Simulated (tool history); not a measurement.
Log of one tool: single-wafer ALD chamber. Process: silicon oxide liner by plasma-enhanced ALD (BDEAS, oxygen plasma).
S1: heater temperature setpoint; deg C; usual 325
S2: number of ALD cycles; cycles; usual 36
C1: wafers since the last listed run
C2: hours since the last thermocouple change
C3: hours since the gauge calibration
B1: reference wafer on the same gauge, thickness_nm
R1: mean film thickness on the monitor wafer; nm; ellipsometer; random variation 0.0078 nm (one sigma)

run     day   S1  S2   C1      C2     C3     B1     R1
  1       0  325  36    0  2451.8  462.7  3.103  3.166
  2   2.196  325  36  311  2504.5  515.4  3.114  3.169
  3   5.254  325  36  434  2577.9  588.8  3.116  3.179
  4   6.983  329  36  245  2619.4  630.3  3.121  3.156
  5   8.921  329  36  275  2665.9  676.8  3.128  3.181
  6  10.638  329  36  243  2707.1    718  3.131  3.174
  7  12.421  325  40  253  2749.9  760.8  3.136  3.541
     12.771  -- thermocouple changed; heater temperature recalibrated
  8  13.429  325  40   95    15.8    785  3.137  3.549
     13.858  -- gauge calibrated
  9  15.954  325  40  358    76.4   50.3  3.085  3.487
 10  18.058  331  34  298   126.9  100.8  3.092  2.953
 11    20.2  331  32  304   178.3  152.2  3.095  2.782
 12  21.392  318  33  169   206.9  180.8  3.101  2.924

Forecast run 13:
 13  24.171  333  40  394  273.6  247.5   ?   ?

{"run 13": {"B1": 3.104, "R1": 3.475}}
Without the tool's hidden state the same run would have given R1 3.436 nm.
